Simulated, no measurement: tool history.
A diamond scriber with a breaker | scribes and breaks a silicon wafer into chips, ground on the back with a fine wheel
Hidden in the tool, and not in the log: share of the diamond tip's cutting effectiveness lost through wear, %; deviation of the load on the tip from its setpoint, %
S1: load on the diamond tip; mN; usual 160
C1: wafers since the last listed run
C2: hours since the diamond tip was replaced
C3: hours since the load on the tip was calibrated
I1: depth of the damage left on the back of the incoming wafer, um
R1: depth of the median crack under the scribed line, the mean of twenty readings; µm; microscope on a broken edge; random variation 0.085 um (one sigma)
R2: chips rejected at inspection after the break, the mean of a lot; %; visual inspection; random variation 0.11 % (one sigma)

run	day	S1	C1	C2	C3	I1	R1	R2
1	0	160	0	581.9	187.2	2.62	8.34	4.13
2	2.117	135	98	632.7	238	2.73	7.45	9.06
3	2.621	135	23	644.8	250.1	1.7	7.32	6.22
4	4.592	135	92	692.1	297.4	1.95	7.29	7.13
5	5.188	160	27	706.4	311.7	2.14	8.1	2.88
6	5.483	160	13	713.5	318.8	1.97	8.01	2.8
7	6.192	136	33	730.5	335.8	2.05	7.28	6.95
8	6.729	136	25	743.4	348.7	2.85	7.31	10.68
9	7.196	160	21	754.6	359.9	1.76	8.14	2.53
10	7.588	160	18	764	369.3	1.88	8.19	2.6
11	7.929	122	15	772.2	377.5	2.03	6.71	11.66
12	8.262	140	15	780.2	385.5	1.98	7.51	6.36
13	8.521	140	12	786.4	391.7	2.88	7.43	9.96
14	9.262	140	34	804.2	409.5	2.01	7.34	5.56
15	9.533	123	12	810.7	416	1.85	6.68	11.26
# day 10.588: diamond tip replaced by a new one
16	10.708	123	51	2.9	444.2	1.71	6.76	10.68
17	11.358	123	30	18.5	459.8	2.93	6.78	15.56
18	12.004	172	30	34	475.3	2.14	8.33	2.44
19	12.367	160	16	42.7	484	1.66	8.01	2.44
20	12.688	133	14	50.4	491.7	2.13	7.12	8.93
21	14.467	178	83	93.1	534.4	2.24	8.39	2.53
22	15.1	117	29	108.3	549.6	2.9	6.55	18.62
# day 15.521: load on the tip recalibrated
23	15.721	134	25	123.2	4.8	2.49	8.73	2.92
24	16.004	207	13	130	11.6	2.7	11.66	12.45
25	16.542	132	25	142.9	24.5	2.38	8.65	2.73
26	17.171	185	29	158	39.6	2.68	10.74	7.75
27	17.575	183	18	167.7	49.3	2.15	10.46	6.26
28	17.892	188	14	175.3	56.9	2.99	10.81	8.97
29	18.396	174	23	187.4	69	2.3	10.1	5.5
30	18.942	160	25	200.5	82.1	2.95	9.68	4.89
31	19.262	160	14	208.2	89.8	2.48	9.63	3.95
32	19.908	179	30	223.7	105.3	1.86	10.14	5.47
33	20.275	129	17	232.5	114.1	1.55	8.38	1.82
# day 20.483: load on the tip recalibrated, repeated, since the last time left the tool worse
34	22.192	120	85	278.5	41	1.9	7.12	8.19
35	22.646	125	21	289.4	51.9	2.9	7.26	11.3

Forecast each of these 5 alternatives for the next run:
A	22.675	113	1	290.1	52.6	2.84	?	?
B	22.675	112	1	290.1	52.6	2.84	?	?
C	22.675	203	1	290.1	52.6	2.84	?	?
D	22.675	144	1	290.1	52.6	2.84	?	?
E	22.675	181	1	290.1	52.6	2.84	?	?

run	R1	R2
A	6.65	15.04
B	6.61	15.5
C	9.76	5.42
D	7.79	5.94
E	9.05	3.92
Without the tool's hidden state the same runs would have given:
run	R1	R2
A	6.78	13.52
B	6.74	13.94
C	9.96	6.1
D	7.95	5.27
E	9.23	4.16
